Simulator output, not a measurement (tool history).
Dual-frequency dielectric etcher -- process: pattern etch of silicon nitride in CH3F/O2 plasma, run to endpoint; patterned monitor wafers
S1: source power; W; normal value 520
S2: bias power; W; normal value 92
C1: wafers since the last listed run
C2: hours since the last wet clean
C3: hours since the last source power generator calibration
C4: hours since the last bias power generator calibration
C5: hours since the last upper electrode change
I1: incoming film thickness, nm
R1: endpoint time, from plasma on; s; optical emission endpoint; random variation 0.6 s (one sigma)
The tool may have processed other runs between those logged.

| run | hour | S1 | S2 | C1 | C2 | C3 | C4 | C5 | I1 | R1 |
|---|---|---|---|---|---|---|---|---|---|---|
| 1 | 0.0 | 520 | 92 | 0 | 256.0 | 3525.6 | 2487.9 | 2023.0 | 103.3 | 102.4 |
| 2 | 42.6 | 520 | 92 | 397 | 298.6 | 3568.2 | 2530.5 | 2065.6 | 103.3 | 101.8 |
| 3 | 106.7 | 520 | 77 | 598 | 362.7 | 3632.3 | 2594.6 | 2129.7 | 103.7 | 105.4 |
| 4 | 153.8 | 520 | 92 | 439 | 409.8 | 3679.4 | 2641.7 | 2176.8 | 103.4 | 101.6 |
| 5 | 181.7 | 520 | 104 | 260 | 437.7 | 3707.3 | 2669.6 | 2204.7 | 104.2 | 98.7 |
| 6 | 229.3 | 520 | 104 | 444 | 485.3 | 3754.9 | 2717.2 | 2252.3 | 103.0 | 97.8 |
| 7 | 265.3 | 520 | 104 | 336 | 521.3 | 3790.9 | 2753.2 | 2288.3 | 103.0 | 97.9 |
| 8 | 289.7 | 520 | 92 | 227 | 545.7 | 3815.3 | 2777.6 | 2312.7 | 102.6 | 99.7 |
| 9 | 347.7 | 520 | 92 | 541 | 603.7 | 3873.3 | 2835.6 | 2370.7 | 103.1 | 100.4 |
|  | 376.6 | wet clean of the chamber |
| 10 | 377.1 | 520 | 103 | 50 | 0.5 | 3902.7 | 2865.0 | 2400.1 | 103.6 | 110.0 |
| 11 | 407.7 | 520 | 103 | 285 | 31.1 | 3933.3 | 2895.6 | 2430.7 | 103.2 | 108.8 |
|  | 477.7 | upper electrode replaced |
|  | 513.4 | source power generator calibrated |
| 12 | 513.9 | 520 | 103 | 730 | 137.3 | 0.5 | 3001.8 | 36.2 | 102.7 | 107.8 |
| 13 | 545.4 | 520 | 92 | 294 | 168.8 | 32.0 | 3033.3 | 67.7 | 102.5 | 109.1 |
|  | 572.3 | bias power generator calibrated |
| 14 | 581.7 | 520 | 92 | 301 | 205.1 | 68.3 | 9.4 | 104.0 | 103.5 | 111.1 |
| 15 | 610.6 | 520 | 92 | 269 | 234.0 | 97.2 | 38.3 | 132.9 | 103.0 | 109.5 |
| 16 | 672.9 | 520 | 92 | 581 | 296.3 | 159.5 | 100.6 | 195.2 | 104.0 | 110.7 |
|  | 715.7 | wet clean of the chamber, repeated, since the last time left the tool worse |
| 17 | 730.0 | 520 | 92 | 309 | 14.3 | 216.6 | 157.7 | 252.3 | 103.3 | 103.0 |
| 18 | 786.7 | 520 | 92 | 529 | 71.0 | 273.3 | 214.4 | 309.0 | 102.8 | 103.3 |
| 19 | 853.9 | 520 | 103 | 627 | 138.2 | 340.5 | 281.6 | 376.2 | 101.8 | 98.9 |
| 20 | 900.2 | 430 | 114 | 432 | 184.5 | 386.8 | 327.9 | 422.5 | 102.8 | 103.3 |
| 21 | 940.8 | 520 | 92 | 379 | 225.1 | 427.4 | 368.5 | 463.1 | 103.5 | 101.6 |
| 22 | 994.3 | 620 | 75 | 499 | 278.6 | 480.9 | 422.0 | 516.6 | 103.9 | 100.8 |
| 23 | 1023.2 | 590 | 84 | 269 | 307.5 | 509.8 | 450.9 | 545.5 | 103.5 | 99.6 |
| 24 | 1067.1 | 490 | 101 | 409 | 351.4 | 553.7 | 494.8 | 589.4 | 103.2 | 101.6 |
| 25 | 1097.5 | 430 | 114 | 283 | 381.8 | 584.1 | 525.2 | 619.8 | 102.7 | 101.2 |
| 26 | 1263.1 | 560 | 107 | 1546 | 547.4 | 749.7 | 690.8 | 785.4 | 102.8 | 95.1 |
| 27 | 1312.5 | 520 | 85 | 461 | 596.8 | 799.1 | 740.2 | 834.8 | 102.7 | 101.5 |
|  | 1354.4 | wet clean of the chamber |
| 28 | 1362.4 | 620 | 84 | 241 | 8.0 | 849.0 | 790.1 | 884.7 | 102.1 | 100.5 |
| 29 | 1420.5 | 600 | 112 | 542 | 66.1 | 907.1 | 848.2 | 942.8 | 102.5 | 93.7 |
| 30 | 1450.9 | 450 | 104 | 283 | 96.5 | 937.5 | 878.6 | 973.2 | 103.1 | 104.7 |

Each row is a separate what-if for the run after 30, all from the same tool condition, not one after another. Results?
| A | 1451.4 | 520 | 92 | 4 | 97.0 | 938.0 | 879.1 | 973.7 | 105.2 | ? |
| B | 1451.4 | 600 | 92 | 4 | 97.0 | 938.0 | 879.1 | 973.7 | 105.2 | ? |
| C | 1451.4 | 520 | 100 | 4 | 97.0 | 938.0 | 879.1 | 973.7 | 105.2 | ? |

| run | R1 |
|---|---|
| A | 105.5 |
| B | 100.6 |
| C | 103.4 |
With no hidden state in the tool, these same runs would have given:
| run | R1 |
|---|---|
| A | 105.9 |
| B | 101.1 |
| C | 103.9 |
